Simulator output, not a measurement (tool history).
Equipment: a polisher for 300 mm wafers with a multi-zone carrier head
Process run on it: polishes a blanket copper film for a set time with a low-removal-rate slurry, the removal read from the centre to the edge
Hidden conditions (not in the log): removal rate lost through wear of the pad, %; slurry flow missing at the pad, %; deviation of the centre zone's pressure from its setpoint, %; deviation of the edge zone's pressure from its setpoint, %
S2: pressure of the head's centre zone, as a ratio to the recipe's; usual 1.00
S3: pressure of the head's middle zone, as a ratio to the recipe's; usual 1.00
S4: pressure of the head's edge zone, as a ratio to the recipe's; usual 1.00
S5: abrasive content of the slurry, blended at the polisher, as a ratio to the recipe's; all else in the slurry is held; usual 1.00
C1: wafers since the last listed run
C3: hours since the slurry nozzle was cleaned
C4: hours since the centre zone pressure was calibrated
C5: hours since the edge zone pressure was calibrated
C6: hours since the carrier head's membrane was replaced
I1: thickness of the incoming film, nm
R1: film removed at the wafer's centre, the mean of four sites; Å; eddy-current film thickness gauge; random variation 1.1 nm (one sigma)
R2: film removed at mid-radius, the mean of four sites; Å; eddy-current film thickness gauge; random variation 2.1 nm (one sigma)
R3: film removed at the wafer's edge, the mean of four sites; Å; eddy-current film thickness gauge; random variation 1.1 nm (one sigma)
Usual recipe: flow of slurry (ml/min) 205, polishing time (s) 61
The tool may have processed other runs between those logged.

Run 1, day 0.000: usual settings but S3 1.04; C1 0; wafers polished on this pad 1421; C3 501.7; C4 67.1; C5 212.9; C6 323.7; I1 639.0. Result: R1 1461 Å, R2 1515 Å, R3 1501 Å.
Run 2, day 3.917: usual settings but S3 1.04; C1 616; wafers polished on this pad 2037; C3 595.7; C4 161.1; C5 306.9; C6 417.7; I1 643.7. Result: R1 1469 Å, R2 1465 Å, R3 1488 Å.
At day 6.188: slurry nozzle cleaned.
Run 3, day 7.971: usual settings; C1 631; wafers polished on this pad 2669; C3 42.8; C4 258.4; C5 404.2; C6 515.0; I1 641.2. Result: R1 1328 Å, R2 1369 Å, R3 1406 Å.
At day 9.496: worn pad replaced by a new one.
Run 4, day 12.192: usual settings; C1 637; wafers polished on this pad 424; C3 144.1; C4 359.7; C5 505.5; C6 616.3; I1 634.2. Result: R1 1309 Å, R2 1357 Å, R3 1417 Å.
Run 5, day 13.746: usual settings; C1 244; wafers polished on this pad 668; C3 181.4; C4 397.0; C5 542.8; C6 653.6; I1 645.3. Result: R1 1320 Å, R2 1303 Å, R3 1391 Å.
Run 6, day 17.221: usual settings; C1 546; wafers polished on this pad 1215; C3 264.8; C4 480.4; C5 626.2; C6 737.0; I1 643.0. Result: R1 1289 Å, R2 1305 Å, R3 1396 Å.
Run 7, day 21.696: usual settings but flow of slurry (ml/min) 180, S2 1.09; C1 704; wafers polished on this pad 1920; C3 372.2; C4 587.8; C5 733.6; C6 844.4; I1 647.4. Result: R1 1315 Å, R2 1213 Å, R3 1337 Å.
At day 22.542: slurry nozzle cleaned, repeated, since the last time left the tool worse.
At day 25.179: worn pad replaced by a new one.
Run 8, day 26.029: usual settings but flow of slurry (ml/min) 180, S2 1.09; C1 649; wafers polished on this pad 133; C3 83.7; C4 691.8; C5 837.6; C6 948.4; I1 649.1. Result: R1 1599 Å, R2 1487 Å, R3 1524 Å.
At day 26.267: carrier head's membrane replaced by a new one.
Run 9, day 29.779: usual settings but flow of slurry (ml/min) 165, polishing time (s) 72; C1 557; wafers polished on this pad 690; C3 173.7; C4 781.8; C5 927.6; C6 84.3; I1 636.0. Result: R1 1703 Å, R2 1702 Å, R3 1752 Å.
At day 30.912: edge zone pressure recalibrated.
Run 10, day 34.162: usual settings but flow of slurry (ml/min) 165, polishing time (s) 72; C1 676; wafers polished on this pad 1367; C3 278.9; C4 887.0; C5 78.0; C6 189.5; I1 635.2. Result: R1 1680 Å, R2 1710 Å, R3 1747 Å.
At day 43.504: centre zone pressure recalibrated.
Run 11, day 44.896: usual settings but flow of slurry (ml/min) 170, S3 0.97, S4 0.96, polishing time (s) 44; C1 1675; wafers polished on this pad 3043; C3 536.5; C4 33.4; C5 335.6; C6 447.1; I1 638.9. Result: R1 1001 Å, R2 977 Å, R3 1044 Å.
At day 45.225: worn pad replaced by a new one.
Run 12, day 48.238: usual settings but S2 1.03, S4 1.03, S5 0.85, polishing time (s) 68; C1 499; wafers polished on this pad 474; C3 616.7; C4 113.6; C5 415.8; C6 527.3; I1 641.2. Result: R1 1609 Å, R2 1561 Å, R3 1613 Å.
At day 52.183: slurry nozzle cleaned.
Run 13, day 52.333: usual settings but S4 1.11, S5 0.90; C1 637; wafers polished on this pad 1112; C3 3.6; C4 211.9; C5 514.1; C6 625.6; I1 649.2. Result: R1 1493 Å, R2 1507 Å, R3 1588 Å.
Run 14, day 55.746: usual settings but flow of slurry (ml/min) 145, S3 0.92; C1 537; wafers polished on this pad 1649; C3 85.5; C4 293.8; C5 596.0; C6 707.5; I1 652.6. Result: R1 1411 Å, R2 1313 Å, R3 1453 Å.
Run 15, day 57.454: usual settings but S4 1.10, S5 1.30; C1 268; wafers polished on this pad 1917; C3 126.5; C4 334.8; C5 637.0; C6 748.5; I1 629.6. Result: R1 1597 Å, R2 1613 Å, R3 1659 Å.
At day 58.554: carrier head's membrane replaced by a new one.
Run 16, day 59.992: usual settings; C1 366; wafers polished on this pad 2284; C3 187.4; C4 395.7; C5 697.9; C6 34.5; I1 632.8. Result: R1 1517 Å, R2 1535 Å, R3 1535 Å.
At day 61.217: worn pad replaced by a new one.
Run 17, day 62.117: usual settings but flow of slurry (ml/min) 245, S2 0.95, S4 0.91, polishing time (s) 82; C1 308; wafers polished on this pad 141; C3 238.4; C4 446.7; C5 748.9; C6 85.5; I1 644.5. Result: R1 1977 Å, R2 2094 Å, R3 1996 Å.
Run 18, day 63.800: usual settings; C1 264; wafers polished on this pad 406; C3 278.8; C4 487.1; C5 789.3; C6 125.9; I1 632.1. Result: R1 1491 Å, R2 1503 Å, R3 1505 Å.
Run 19, day 68.075: usual settings but polishing time (s) 51; C1 672; wafers polished on this pad 1079; C3 381.4; C4 589.7; C5 891.9; C6 228.5; I1 642.9. Result: R1 1238 Å, R2 1253 Å, R3 1268 Å.
Run 20, day 71.300: usual settings but S2 1.04, S3 1.09, S5 0.90, polishing time (s) 71; C1 507; wafers polished on this pad 1586; C3 458.8; C4 667.1; C5 969.3; C6 305.9; I1 648.6. Result: R1 1777 Å, R2 1819 Å, R3 1725 Å.
At day 72.083: edge zone pressure recalibrated.
Run 21, day 75.212: usual settings but flow of slurry (ml/min) 175, S3 1.11, S4 1.07; C1 602; wafers polished on this pad 2189; C3 552.7; C4 761.0; C5 75.1; C6 399.8; I1 641.0. Result: R1 1405 Å, R2 1561 Å, R3 1519 Å.
At day 78.483: slurry nozzle cleaned.
Run 22, day 79.275: usual settings but S4 1.08, polishing time (s) 43; C1 632; wafers polished on this pad 2821; C3 19.0; C4 858.5; C5 172.6; C6 497.3; I1 644.6. Result: R1 1070 Å, R2 1034 Å, R3 1120 Å.

Each run again, without the hidden state but with its own random variation kept:
run    R1    R2    R3
  1  1506  1556  1531
  2  1538  1525  1533
  3  1516  1538  1528
  4  1504  1534  1547
  5  1524  1478  1522
  6  1508  1498  1540
  7  1629  1462  1521
  8  1607  1493  1529
  9  1717  1714  1761
 10  1705  1733  1763
 11  1051  1020  1076
 12  1701  1640  1672
 13  1494  1507  1588
 14  1413  1315  1454
 15  1600  1616  1661
 16  1523  1541  1539
 17  1987  2104  2003
 18  1503  1515  1513
 19  1258  1271  1281
 20  1821  1859  1753
 21  1470  1625  1563
 22  1072  1036  1122

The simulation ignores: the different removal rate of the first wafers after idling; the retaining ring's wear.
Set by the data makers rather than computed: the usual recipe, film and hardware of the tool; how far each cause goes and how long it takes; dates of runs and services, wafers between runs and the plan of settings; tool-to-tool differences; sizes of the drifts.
